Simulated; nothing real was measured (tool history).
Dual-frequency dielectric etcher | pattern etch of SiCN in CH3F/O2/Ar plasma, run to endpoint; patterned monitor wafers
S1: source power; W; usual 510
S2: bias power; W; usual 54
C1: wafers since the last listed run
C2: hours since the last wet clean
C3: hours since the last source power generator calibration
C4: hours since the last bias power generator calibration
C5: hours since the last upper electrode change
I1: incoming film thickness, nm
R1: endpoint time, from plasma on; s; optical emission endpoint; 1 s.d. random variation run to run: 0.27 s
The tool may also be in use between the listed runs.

run	hour	S1	S2	C1	C2	C3	C4	C5	I1	R1
1	0.0	510	44	0	206.9	1254.3	1258.4	2581.1	11.61	35.5
2	63.8	510	54	865	270.7	1318.1	1322.2	2644.9	11.61	34.8
3	107.8	510	54	596	314.7	1362.1	1366.2	2688.9	11.61	34.7
4	170.3	510	54	847	377.2	1424.6	1428.7	2751.4	11.61	35.1
5	211.5	540	54	558	418.4	1465.8	1469.9	2792.6	11.61	34.8
6	239.1	540	54	374	446.0	1493.4	1497.5	2820.2	11.65	34.6
7	278.0	540	54	527	484.9	1532.3	1536.4	2859.1	11.79	35.4
8	326.1	510	54	652	533.0	1580.4	1584.5	2907.2	11.63	35.3
# hour 359.9: wet clean of the chamber
9	395.2	510	54	611	35.3	1649.5	1653.6	2976.3	11.53	32.9
10	465.9	510	54	959	106.0	1720.2	1724.3	3047.0	11.43	32.6
11	500.6	510	54	470	140.7	1754.9	1759.0	3081.7	11.58	33.2
12	527.0	600	65	358	167.1	1781.3	1785.4	3108.1	11.55	31.6
13	584.8	600	65	784	224.9	1839.1	1843.2	3165.9	11.53	31.0
14	696.0	600	65	1508	336.1	1950.3	1954.4	3277.1	11.60	31.9
# hour 755.2: source power generator calibrated
15	761.7	560	54	836	401.8	6.5	2020.1	3342.8	11.73	34.7
16	812.2	450	54	685	452.3	57.0	2070.6	3393.3	11.65	36.1
# hour 887.7: wet clean of the chamber
17	888.2	420	48	705	0.5	133.0	2146.6	3469.3	11.52	35.1
18	900.8	510	54	170	13.1	145.6	2159.2	3481.9	11.65	33.9

What does the tool deliver on the next run?
19	961.6	550	62	824	73.9	206.4	2220.0	3542.7	11.56	?

{"run 19": {"R1": 32.6}}
Take away the tool's hidden state, keep the run-to-run variation as it was, and the same run would have given R1 32.3 s.

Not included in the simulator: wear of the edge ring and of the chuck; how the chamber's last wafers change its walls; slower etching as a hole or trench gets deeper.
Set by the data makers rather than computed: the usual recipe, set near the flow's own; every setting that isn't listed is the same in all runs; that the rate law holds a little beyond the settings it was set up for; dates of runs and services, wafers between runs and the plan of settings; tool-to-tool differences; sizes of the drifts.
